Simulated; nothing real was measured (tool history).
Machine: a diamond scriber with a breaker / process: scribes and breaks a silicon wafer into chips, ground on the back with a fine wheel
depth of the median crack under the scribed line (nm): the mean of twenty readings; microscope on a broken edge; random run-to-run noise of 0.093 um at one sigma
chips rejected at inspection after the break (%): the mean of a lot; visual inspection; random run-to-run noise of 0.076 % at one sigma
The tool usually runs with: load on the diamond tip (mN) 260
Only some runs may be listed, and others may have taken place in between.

run,hour,load on the diamond tip (mN),wafers since the last listed run,hours since the diamond tip was replaced,hours since the load on the tip was calibrated,"incoming depth of the damage left on the back of the incoming wafer, um",depth of the median crack under the scribed line (nm),chips rejected at inspection after the break (%)
1,0,260,0,803.4,835,2.78,9760,5.89
2,15.9,260,49,819.3,850.9,1.81,9820,4.38
3,27.1,311,35,830.5,862.1,2.4,11360,2.58
4,39.9,311,40,843.3,874.9,1.9,11260,1.96
5,50.4,311,32,853.8,885.4,2.72,11270,3.11
6,64.9,260,45,868.3,899.9,2.78,9720,6.76
# hour 73.2: load on the tip recalibrated
7,74.7,260,24,878.1,1.5,1.89,9840,4.64
8,90.2,260,48,893.6,17,2.65,9800,6.19
9,106.3,219,50,909.7,33.1,2.67,8490,14.25
10,122.5,219,50,925.9,49.3,2.33,8610,13.38
11,133.3,302,33,936.7,60.1,1.93,10740,2.06
12,148.3,284,47,951.7,75.1,2.14,10630,3.07
# hour 160.3: diamond tip replaced by a new one
13,160.8,308,32,0.5,87.6,2.95,9810,7.05
14,171.7,235,34,11.4,98.5,2.71,7950,21.97
15,185.4,334,43,25.1,112.2,2.72,10250,4.37
16,192.7,232,22,32.4,119.5,1.71,7830,20.99
# hour 195.3: diamond tip replaced by a new one, repeated, since the last time left the tool worse
17,203.8,260,28,8.5,130.6,1.74,11120,1.91
18,211.1,260,22,15.8,137.9,1.87,10960,2.08
19,223.6,205,39,28.3,150.4,2.4,9230,9.43
20,232.9,183,29,37.6,159.7,2.83,8380,18.66
21,239.7,292,21,44.4,166.5,1.72,11940,2.61

Across each entry between runs, compare the hidden state at the last listed run before it with the hidden state at the first listed run after it:
Between runs 6 and 7: load on the tip recalibrated (hour 73.2)
  no hidden state differs between the two runs
  difference, measured minus the result without the unlogged condition, depth of the median crack under the scribed line (nm): -1200 -> -1220; chips rejected at inspection after the break (%): +3.3 -> +2.66
Between runs 12 and 13: diamond tip replaced by a new one (hour 160.3)
  share of the diamond tip's cutting effectiveness lost through wear, %: 16.4 -> 31.1
  difference, measured minus the result without the unlogged condition, depth of the median crack under the scribed line (nm): -1340 -> -2750; chips rejected at inspection after the break (%): +0.05 -> +1.51
Between runs 16 and 17: diamond tip replaced by a new one, repeated, since the last time left the tool worse (hour 195.3)
  share of the diamond tip's cutting effectiveness lost through wear, %: 32.4 -> 0.956
  difference, measured minus the result without the unlogged condition, depth of the median crack under the scribed line (nm): -2340 -> -70; chips rejected at inspection after the break (%): +17.85 -> +0.01

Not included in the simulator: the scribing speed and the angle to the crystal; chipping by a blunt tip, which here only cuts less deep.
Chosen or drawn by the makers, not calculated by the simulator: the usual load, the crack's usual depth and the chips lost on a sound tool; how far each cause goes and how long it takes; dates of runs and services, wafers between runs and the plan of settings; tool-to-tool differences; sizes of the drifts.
